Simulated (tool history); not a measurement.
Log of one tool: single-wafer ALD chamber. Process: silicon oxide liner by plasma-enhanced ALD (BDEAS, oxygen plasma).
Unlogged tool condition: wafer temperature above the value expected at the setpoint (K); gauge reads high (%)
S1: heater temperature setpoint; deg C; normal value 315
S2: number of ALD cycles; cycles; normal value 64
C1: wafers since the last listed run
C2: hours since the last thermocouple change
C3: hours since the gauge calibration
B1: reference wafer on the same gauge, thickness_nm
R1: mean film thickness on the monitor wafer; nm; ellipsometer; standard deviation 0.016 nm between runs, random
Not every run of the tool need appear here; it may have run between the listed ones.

Run 1, day 0.000: usual settings but S1 308 deg C; C1 0; C2 283.4; C3 327.4; B1 7.381. Result: R1 6.222 nm.
Run 2, day 1.146: usual settings but S1 304 deg C; C1 172; C2 310.9; C3 354.9; B1 7.372. Result: R1 6.274 nm.
Run 3, day 3.262: usual settings but S1 304 deg C; C1 318; C2 361.7; C3 405.7; B1 7.358. Result: R1 6.264 nm.
Run 4, day 4.396: usual settings but S1 304 deg C; C1 170; C2 388.9; C3 432.9; B1 7.357. Result: R1 6.222 nm.
Run 5, day 5.517: usual settings; C1 168; C2 415.8; C3 459.8; B1 7.346. Result: R1 6.172 nm.
Run 6, day 8.429: usual settings; C1 438; C2 485.7; C3 529.7; B1 7.337. Result: R1 6.143 nm.
Run 7, day 9.833: usual settings but S2 58 cycles; C1 211; C2 519.4; C3 563.4; B1 7.325. Result: R1 5.576 nm.
At day 10.704: gauge calibrated.
Run 8, day 11.288: usual settings; C1 218; C2 554.3; C3 14.0; B1 7.425. Result: R1 6.202 nm.
Run 9, day 13.758: usual settings; C1 371; C2 613.6; C3 73.3; B1 7.416. Result: R1 6.194 nm.
Run 10, day 16.342: usual settings but S1 319 deg C, S2 57 cycles; C1 388; C2 675.6; C3 135.3; B1 7.400. Result: R1 5.507 nm.
Run 11, day 18.438: usual settings but S2 53 cycles; C1 315; C2 725.9; C3 185.6; B1 7.391. Result: R1 5.132 nm.
Run 12, day 20.800: usual settings but S1 305 deg C, S2 60 cycles; C1 355; C2 782.6; C3 242.3; B1 7.381. Result: R1 5.864 nm.
Run 13, day 22.375: usual settings but S1 323 deg C, S2 70 cycles; C1 237; C2 820.4; C3 280.1; B1 7.373. Result: R1 6.693 nm.
At day 26.254: thermocouple changed; heater temperature recalibrated.
Run 14, day 29.304: usual settings; C1 993; C2 73.2; C3 446.4; B1 7.336. Result: R1 6.123 nm.
Run 15, day 30.629: usual settings but S1 310 deg C; C1 199; C2 105.0; C3 478.2; B1 7.329. Result: R1 6.174 nm.
Run 16, day 33.400: usual settings but S1 310 deg C, S2 60 cycles; C1 417; C2 171.5; C3 544.7; B1 7.310. Result: R1 5.793 nm.
Run 17, day 34.667: usual settings but S2 75 cycles; C1 190; C2 201.9; C3 575.1; B1 7.308. Result: R1 7.145 nm.

Below are 3 alternative next runs, each starting from the tool's condition after run 17. Predict each:
Run A, day 34.688: usual settings; C1 3; C2 202.4; C3 575.6; B1 ?. Result: R1 ?.
Run B, day 34.688: usual settings but S1 327 deg C, S2 54 cycles; C1 3; C2 202.4; C3 575.6; B1 ?. Result: R1 ?.
Run C, day 34.688: usual settings but S1 324 deg C, S2 56 cycles; C1 3; C2 202.4; C3 575.6; B1 ?. Result: R1 ?.

run     B1     R1
  A  7.305  6.134
  B  7.305  5.097
  C  7.305  5.306
Had the tool no hidden state, the same runs would have come out as:
run     R1
  A  6.262
  B  5.204
  C  5.418
